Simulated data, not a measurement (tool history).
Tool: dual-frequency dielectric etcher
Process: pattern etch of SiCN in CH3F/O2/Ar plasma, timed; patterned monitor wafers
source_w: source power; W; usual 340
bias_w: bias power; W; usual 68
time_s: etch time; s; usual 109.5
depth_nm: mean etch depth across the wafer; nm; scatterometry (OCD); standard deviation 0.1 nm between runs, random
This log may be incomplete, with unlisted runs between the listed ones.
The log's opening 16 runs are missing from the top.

| run | hour | source_w | bias_w | time_s | wafers since the last listed run | hours since the last wet clean | hours since the last source power generator calibration | hours since the last bias power generator calibration | hours since the last upper electrode change | hours since the gauge calibration | read-back reference wafer on the same gauge, depth_nm | depth_nm |
|---|---|---|---|---|---|---|---|---|---|---|---|---|
| 17 | 994.3 | 340 | 60 | 85.5 | 319 | 265.3 | 482.9 | 454.2 | 4684.6 | 1691.2 | 42 | 28.47 |
| 18 | 1046.6 | 290 | 83 | 125.5 | 527 | 317.6 | 535.2 | 506.5 | 4736.9 | 1743.5 | 42.01 | 46.74 |
|  | 1081.4 | upper electrode replaced, of another model than before |
| 19 | 1083.2 | 340 | 53 | 109.5 | 127 | 354.2 | 571.8 | 543.1 | 1.8 | 1780.1 | 41.96 | 30.86 |
|  | 1136.8 | wet clean of the chamber |
| 20 | 1159.6 | 340 | 68 | 109.5 | 528 | 22.8 | 648.2 | 619.5 | 78.2 | 1856.5 | 41.97 | 39.05 |
| 21 | 1204 | 340 | 68 | 122 | 448 | 67.2 | 692.6 | 663.9 | 122.6 | 1900.9 | 42.02 | 43.49 |
|  | 1234.9 | gauge calibrated |
| 22 | 1261.8 | 290 | 68 | 109.5 | 583 | 125 | 750.4 | 721.7 | 180.4 | 26.9 | 41.98 | 38.04 |
| 23 | 1302.8 | 340 | 68 | 109.5 | 413 | 166 | 791.4 | 762.7 | 221.4 | 67.9 | 41.97 | 39.17 |
| 24 | 1360.3 | 340 | 68 | 89 | 580 | 223.5 | 848.9 | 820.2 | 278.9 | 125.4 | 42.04 | 31.78 |
| 25 | 1387.2 | 340 | 68 | 109.5 | 271 | 250.4 | 875.8 | 847.1 | 305.8 | 152.3 | 42.03 | 38.98 |
| 26 | 1441.1 | 340 | 60 | 85.5 | 544 | 304.3 | 929.7 | 901 | 359.7 | 206.2 | 41.97 | 27.59 |
| 27 | 1500 | 380 | 68 | 123.5 | 594 | 363.2 | 988.6 | 959.9 | 418.6 | 265.1 | 41.99 | 45.01 |
| 28 | 1553.9 | 270 | 73 | 83.5 | 544 | 417.1 | 1042.5 | 1013.8 | 472.5 | 319 | 42.03 | 30.69 |
|  | 1591.2 | wet clean of the chamber |
| 29 | 1591.7 | 370 | 56 | 78.5 | 139 | 0.5 | 1080.3 | 1051.6 | 510.3 | 356.8 | 42.08 | 23.96 |
| 30 | 1638.5 | 400 | 61 | 96 | 472 | 47.3 | 1127.1 | 1098.4 | 557.1 | 403.6 | 42 | 32.44 |

Here are 4 independent what-if runs from the current tool condition. What would each one return?
| A | 1638.9 | 340 | 68 | 109.5 | 4 | 47.7 | 1127.5 | 1098.8 | 557.5 | 404 | ? | ? |
| B | 1638.9 | 320 | 68 | 109.5 | 4 | 47.7 | 1127.5 | 1098.8 | 557.5 | 404 | ? | ? |
| C | 1638.9 | 300 | 84 | 120.5 | 4 | 47.7 | 1127.5 | 1098.8 | 557.5 | 404 | ? | ? |
| D | 1638.9 | 290 | 63 | 80.5 | 4 | 47.7 | 1127.5 | 1098.8 | 557.5 | 404 | ? | ? |

| run | read-back reference wafer on the same gauge, depth_nm | depth_nm |
|---|---|---|
| A | 42.04 | 39.38 |
| B | 42.04 | 38.98 |
| C | 42.04 | 49.88 |
| D | 42.04 | 26.43 |
The same runs, with their run-to-run variation unchanged, on a tool lacking any hidden condition would have given:
| run | depth_nm |
|---|---|
| A | 38.43 |
| B | 38.04 |
| C | 48.57 |
| D | 25.81 |
